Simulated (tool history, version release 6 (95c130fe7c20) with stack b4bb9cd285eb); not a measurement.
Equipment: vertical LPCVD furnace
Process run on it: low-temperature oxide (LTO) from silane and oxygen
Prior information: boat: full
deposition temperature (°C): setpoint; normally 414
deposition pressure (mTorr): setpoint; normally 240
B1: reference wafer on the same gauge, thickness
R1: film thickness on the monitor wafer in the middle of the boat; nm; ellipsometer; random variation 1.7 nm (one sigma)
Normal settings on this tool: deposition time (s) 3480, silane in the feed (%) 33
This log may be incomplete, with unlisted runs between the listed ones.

{"run": 1, "hour": 0.0, "deposition temperature (°C)": 414, "deposition pressure (mTorr)": 240, "deposition time (s)": 3480, "silane in the feed (%)": 29, "B1": 568.71, "R1": 432.2}
{"run": 2, "hour": 46.0, "deposition temperature (°C)": 414, "deposition pressure (mTorr)": 240, "deposition time (s)": 3480, "silane in the feed (%)": 29, "B1": 569.07, "R1": 432.4}
{"run": 3, "hour": 72.9, "deposition temperature (°C)": 414, "deposition pressure (mTorr)": 240, "deposition time (s)": 3480, "silane in the feed (%)": 29, "B1": 569.37, "R1": 431.48}
{"run": 4, "hour": 133.8, "deposition temperature (°C)": 414, "deposition pressure (mTorr)": 240, "deposition time (s)": 4050, "silane in the feed (%)": 33, "B1": 569.01, "R1": 600.19}
{"run": 5, "hour": 172.7, "deposition temperature (°C)": 414, "deposition pressure (mTorr)": 240, "deposition time (s)": 3480, "silane in the feed (%)": 33, "B1": 568.64, "R1": 516.83}
{"run": 6, "hour": 234.4, "deposition temperature (°C)": 414, "deposition pressure (mTorr)": 240, "deposition time (s)": 3480, "silane in the feed (%)": 33, "B1": 569.69, "R1": 513.14}
{"run": 7, "hour": 262.1, "deposition temperature (°C)": 414, "deposition pressure (mTorr)": 240, "deposition time (s)": 3480, "silane in the feed (%)": 33, "B1": 569.07, "R1": 515.38}
{"run": 8, "hour": 326.2, "deposition temperature (°C)": 414, "deposition pressure (mTorr)": 240, "deposition time (s)": 3480, "silane in the feed (%)": 33, "B1": 568.85, "R1": 514.84}
{"run": 9, "hour": 351.5, "deposition temperature (°C)": 414, "deposition pressure (mTorr)": 240, "deposition time (s)": 3480, "silane in the feed (%)": 33, "B1": 568.78, "R1": 512.46}
{"run": 10, "hour": 399.9, "deposition temperature (°C)": 414, "deposition pressure (mTorr)": 240, "deposition time (s)": 3480, "silane in the feed (%)": 33, "B1": 568.55, "R1": 513.79}
{"hour": 453.5, "done": "pressure gauge zeroed"}
{"run": 11, "hour": 461.4, "deposition temperature (°C)": 414, "deposition pressure (mTorr)": 240, "deposition time (s)": 3480, "silane in the feed (%)": 33, "B1": 568.37, "R1": 537.43}
{"hour": 490.6, "done": "silane flow controller replaced"}
{"run": 12, "hour": 491.1, "deposition temperature (°C)": 414, "deposition pressure (mTorr)": 240, "deposition time (s)": 3480, "silane in the feed (%)": 33, "B1": 569.45, "R1": 537.64}
{"hour": 531.2, "done": "gauge calibrated"}
{"run": 13, "hour": 536.9, "deposition temperature (°C)": 404, "deposition pressure (mTorr)": 240, "deposition time (s)": 3480, "silane in the feed (%)": 33, "B1": 569.41, "R1": 482.21}
{"run": 14, "hour": 599.3, "deposition temperature (°C)": 414, "deposition pressure (mTorr)": 185, "deposition time (s)": 2760, "silane in the feed (%)": 35, "B1": 569.04, "R1": 352.87}
{"run": 15, "hour": 654.6, "deposition temperature (°C)": 414, "deposition pressure (mTorr)": 240, "deposition time (s)": 3480, "silane in the feed (%)": 33, "B1": 568.57, "R1": 538.15}
{"run": 16, "hour": 702.2, "deposition temperature (°C)": 414, "deposition pressure (mTorr)": 240, "deposition time (s)": 3480, "silane in the feed (%)": 33, "B1": 569.02, "R1": 539.64}
{"hour": 756.3, "done": "thermocouples replaced and temperature profile calibrated"}
{"run": 17, "hour": 759.6, "deposition temperature (°C)": 414, "deposition pressure (mTorr)": 260, "deposition time (s)": 3480, "silane in the feed (%)": 36, "B1": 569.24, "R1": 627.88}
{"run": 18, "hour": 810.0, "deposition temperature (°C)": 414, "deposition pressure (mTorr)": 185, "deposition time (s)": 3480, "silane in the feed (%)": 33, "B1": 569.22, "R1": 397.04}
{"run": 19, "hour": 845.5, "deposition temperature (°C)": 414, "deposition pressure (mTorr)": 220, "deposition time (s)": 3900, "silane in the feed (%)": 33, "B1": 569.24, "R1": 532.89}
{"run": 20, "hour": 894.0, "deposition temperature (°C)": 424, "deposition pressure (mTorr)": 195, "deposition time (s)": 2460, "silane in the feed (%)": 33, "B1": 568.85, "R1": 329.38}
{"run": 21, "hour": 955.8, "deposition temperature (°C)": 411, "deposition pressure (mTorr)": 240, "deposition time (s)": 3480, "silane in the feed (%)": 30, "B1": 568.94, "R1": 440.13}
{"run": 22, "hour": 1007.5, "deposition temperature (°C)": 414, "deposition pressure (mTorr)": 265, "deposition time (s)": 3480, "silane in the feed (%)": 29, "B1": 568.11, "R1": 478.0}

Consider 5 possible next runs. They are alternatives, not a sequence: every one starts from the tool as it was left by run 22. What does each give?
{"run": "A", "hour": 1012.9, "deposition temperature (°C)": 409, "deposition pressure (mTorr)": 240, "deposition time (s)": 3480, "silane in the feed (%)": 33, "B1": "?", "R1": "?"}
{"run": "B", "hour": 1012.9, "deposition temperature (°C)": 414, "deposition pressure (mTorr)": 215, "deposition time (s)": 3480, "silane in the feed (%)": 36, "B1": "?", "R1": "?"}
{"run": "C", "hour": 1012.9, "deposition temperature (°C)": 414, "deposition pressure (mTorr)": 240, "deposition time (s)": 3480, "silane in the feed (%)": 30, "B1": "?", "R1": "?"}
{"run": "D", "hour": 1012.9, "deposition temperature (°C)": 422, "deposition pressure (mTorr)": 285, "deposition time (s)": 3480, "silane in the feed (%)": 33, "B1": "?", "R1": "?"}
{"run": "E", "hour": 1012.9, "deposition temperature (°C)": 403, "deposition pressure (mTorr)": 290, "deposition time (s)": 3900, "silane in the feed (%)": 39, "B1": "?", "R1": "?"}

run=A B1=568.53 R1=493.38
run=B B1=568.53 R1=522.26
run=C B1=568.53 R1=457.02
run=D B1=568.53 R1=677.17
run=E B1=568.53 R1=777.54
What these runs would have given with no unlogged condition in the tool:
run=A R1=496.04
run=B R1=526.42
run=C R1=459.46
run=D R1=679.33
run=E R1=779.59
